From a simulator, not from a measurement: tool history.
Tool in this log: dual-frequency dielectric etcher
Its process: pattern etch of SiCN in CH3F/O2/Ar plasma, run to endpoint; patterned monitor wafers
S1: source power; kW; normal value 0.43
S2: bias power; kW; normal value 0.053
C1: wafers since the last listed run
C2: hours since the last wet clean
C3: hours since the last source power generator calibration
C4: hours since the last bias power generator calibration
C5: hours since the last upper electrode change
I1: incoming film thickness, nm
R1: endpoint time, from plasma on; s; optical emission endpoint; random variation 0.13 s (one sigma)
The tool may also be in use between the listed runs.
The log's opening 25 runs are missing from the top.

run    hour    S1     S2    C1     C2     C3     C4     C5     I1    R1
      762.3  -- source power generator calibrated
 26     831  0.35  0.046  1387    328   68.7  451.8  285.1  11.75  38.7
 27   862.8  0.43  0.053   447  359.8  100.5  483.6  316.9  11.88  34.1
 28   884.3  0.39  0.053   302  381.3    122  505.1  338.4  11.81  35.1
 29   916.7  0.34  0.047   455  413.7  154.4  537.5  370.8  11.78    39
      951.6  -- wet clean of the chamber
 30   952.1  0.34  0.053   160    0.5  189.8  572.9  406.2  11.88  35.2
 31   966.7  0.47  0.047   205   15.1  204.4  587.5  420.8  11.88  33.6
 32   982.2   0.4   0.06   218   30.6  219.9    603  436.3  11.77  31.4
 33   998.8  0.43  0.053   233   47.2  236.5  619.6  452.9  11.86  32.6
 34  1021.4  0.43  0.053   318   69.8  259.1  642.2  475.5  11.92  32.8

What if the next run were any one of these 4? Each begins from the tool's condition after run 34:
  A  1021.8  0.47  0.053   5  70.2  259.5  642.6  475.9  11.86   ?
  B  1021.8  0.54  0.062   5  70.2  259.5  642.6  475.9  11.86   ?
  C  1021.8  0.32  0.059   5  70.2  259.5  642.6  475.9  11.86   ?
  D  1021.8  0.35  0.065   5  70.2  259.5  642.6  475.9  11.86   ?

run    R1
  A  31.5
  B    28
  C  34.1
  D  31.7
With no hidden state in the tool, these same runs would have given:
run    R1
  A  31.4
  B  27.9
  C    34
  D  31.6
